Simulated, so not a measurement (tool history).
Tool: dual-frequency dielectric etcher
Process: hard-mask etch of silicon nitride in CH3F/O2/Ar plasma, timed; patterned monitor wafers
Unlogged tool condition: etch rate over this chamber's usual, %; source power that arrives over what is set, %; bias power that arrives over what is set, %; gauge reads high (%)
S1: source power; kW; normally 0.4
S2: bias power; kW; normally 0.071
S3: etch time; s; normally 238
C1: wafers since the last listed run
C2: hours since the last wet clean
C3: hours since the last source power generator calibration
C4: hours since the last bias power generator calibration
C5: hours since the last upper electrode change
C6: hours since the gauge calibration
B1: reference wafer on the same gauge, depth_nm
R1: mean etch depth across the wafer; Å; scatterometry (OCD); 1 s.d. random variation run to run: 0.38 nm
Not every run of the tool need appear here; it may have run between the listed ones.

run 1 hour=0 | S1=0.44 S2=0.071 S3=238 | C1=0 C2=365 C3=3784.6 C4=4152.7 C5=27 C6=308.5 | B1=153 | R1=1562
run 2 hour=16 | S1=0.44 S2=0.071 S3=238 | C1=102 C2=381 C3=3800.6 C4=4168.7 C5=43 C6=324.5 | B1=153 | R1=1553
run 3 hour=24.3 | S1=0.4 S2=0.071 S3=238 | C1=53 C2=389.3 C3=3808.9 C4=4177 C5=51.3 C6=332.8 | B1=153 | R1=1516
run 4 hour=38.9 | S1=0.4 S2=0.071 S3=238 | C1=93 C2=403.9 C3=3823.5 C4=4191.6 C5=65.9 C6=347.4 | B1=152.9 | R1=1508
run 5 hour=55.2 | S1=0.4 S2=0.078 S3=209.5 | C1=104 C2=420.2 C3=3839.8 C4=4207.9 C5=82.2 C6=363.7 | B1=153.1 | R1=1386
run 6 hour=68.7 | S1=0.4 S2=0.078 S3=209.5 | C1=86 C2=433.7 C3=3853.3 C4=4221.4 C5=95.7 C6=377.2 | B1=152.9 | R1=1387
run 7 hour=83.6 | S1=0.5 S2=0.087 S3=238 | C1=95 C2=448.6 C3=3868.2 C4=4236.3 C5=110.6 C6=392.1 | B1=153.2 | R1=1772
run 8 hour=97.9 | S1=0.4 S2=0.078 S3=209.5 | C1=91 C2=462.9 C3=3882.5 C4=4250.6 C5=124.9 C6=406.4 | B1=153.1 | R1=1377
run 9 hour=126 | S1=0.31 S2=0.062 S3=302.5 | C1=180 C2=491 C3=3910.6 C4=4278.7 C5=153 C6=434.5 | B1=152.9 | R1=1657
-- hour=140 bias power generator calibrated
run 10 hour=140.5 | S1=0.36 S2=0.076 S3=300.5 | C1=67 C2=505.5 C3=3925.1 C4=0.5 C5=167.5 C6=449 | B1=153 | R1=1895
run 11 hour=150.2 | S1=0.34 S2=0.079 S3=238 | C1=62 C2=515.2 C3=3934.8 C4=10.2 C5=177.2 C6=458.7 | B1=153 | R1=1494
-- hour=168.5 source power generator calibrated
run 12 hour=169 | S1=0.37 S2=0.084 S3=304.5 | C1=94 C2=534 C3=0.5 C4=29 C5=196 C6=477.5 | B1=152.9 | R1=2015
run 13 hour=180.1 | S1=0.49 S2=0.081 S3=268.5 | C1=71 C2=545.1 C3=11.6 C4=40.1 C5=207.1 C6=488.6 | B1=153 | R1=1920
run 14 hour=198 | S1=0.4 S2=0.071 S3=181 | C1=114 C2=563 C3=29.5 C4=58 C5=225 C6=506.5 | B1=153.1 | R1=1146
run 15 hour=209.7 | S1=0.4 S2=0.077 S3=238 | C1=74 C2=574.7 C3=41.2 C4=69.7 C5=236.7 C6=518.2 | B1=153 | R1=1547
run 16 hour=218.4 | S1=0.4 S2=0.071 S3=238 | C1=55 C2=583.4 C3=49.9 C4=78.4 C5=245.4 C6=526.9 | B1=153 | R1=1497
-- hour=231.8 gauge calibrated
-- hour=253.2 wet clean of the chamber
run 17 hour=253.7 | S1=0.4 S2=0.071 S3=238 | C1=72 C2=0.5 C3=85.2 C4=113.7 C5=280.7 C6=21.9 | B1=153.2 | R1=1540
run 18 hour=277 | S1=0.35 S2=0.071 S3=267 | C1=149 C2=23.8 C3=108.5 C4=137 C5=304 C6=45.2 | B1=153 | R1=1647
run 19 hour=293.5 | S1=0.4 S2=0.071 S3=238 | C1=105 C2=40.3 C3=125 C4=153.5 C5=320.5 C6=61.7 | B1=153.2 | R1=1537
run 20 hour=310.9 | S1=0.35 S2=0.071 S3=238 | C1=111 C2=57.7 C3=142.4 C4=170.9 C5=337.9 C6=79.1 | B1=153 | R1=1480
run 21 hour=317.4 | S1=0.4 S2=0.085 S3=260 | C1=41 C2=64.2 C3=148.9 C4=177.4 C5=344.4 C6=85.6 | B1=153 | R1=1812
run 22 hour=331.5 | S1=0.4 S2=0.054 S3=238 | C1=90 C2=78.3 C3=163 C4=191.5 C5=358.5 C6=99.7 | B1=153 | R1=1370
run 23 hour=348.9 | S1=0.4 S2=0.071 S3=238 | C1=111 C2=95.7 C3=180.4 C4=208.9 C5=375.9 C6=117.1 | B1=153.1 | R1=1537
run 24 hour=364.8 | S1=0.4 S2=0.065 S3=238 | C1=101 C2=111.6 C3=196.3 C4=224.8 C5=391.8 C6=133 | B1=152.9 | R1=1484
run 25 hour=378.8 | S1=0.4 S2=0.071 S3=238 | C1=89 C2=125.6 C3=210.3 C4=238.8 C5=405.8 C6=147 | B1=153 | R1=1534
run 26 hour=395.4 | S1=0.37 S2=0.056 S3=280.5 | C1=106 C2=142.2 C3=226.9 C4=255.4 C5=422.4 C6=163.6 | B1=153 | R1=1596
run 27 hour=405.5 | S1=0.47 S2=0.071 S3=238 | C1=64 C2=152.3 C3=237 C4=265.5 C5=432.5 C6=173.7 | B1=153 | R1=1614
run 28 hour=411.5 | S1=0.31 S2=0.071 S3=238 | C1=38 C2=158.3 C3=243 C4=271.5 C5=438.5 C6=179.7 | B1=152.7 | R1=1412
run 29 hour=424.8 | S1=0.4 S2=0.071 S3=301 | C1=85 C2=171.6 C3=256.3 C4=284.8 C5=451.8 C6=193 | B1=152.9 | R1=1932

List, for all runs, the conditions of the tool that the log does not record:
source power that arrives over what is set, %: 0 in every run
bias power that arrives over what is set, %: 0 in every run
gauge reads high (%): 0 in every run
H1: etch rate over this chamber's usual, %
run=1 H1=-1.79
run=2 H1=-1.85
run=3 H1=-1.88
run=4 H1=-1.94
run=5 H1=-2
run=6 H1=-2.05
run=7 H1=-2.1
run=8 H1=-2.16
run=9 H1=-2.26
run=10 H1=-2.32
run=11 H1=-2.35
run=12 H1=-2.42
run=13 H1=-2.46
run=14 H1=-2.53
run=15 H1=-2.58
run=16 H1=-2.61
run=17 H1=-0.00499
run=18 H1=-0.0924
run=19 H1=-0.154
run=20 H1=-0.22
run=21 H1=-0.244
run=22 H1=-0.297
run=23 H1=-0.362
run=24 H1=-0.422
run=25 H1=-0.474
run=26 H1=-0.536
run=27 H1=-0.574
run=28 H1=-0.597
run=29 H1=-0.647
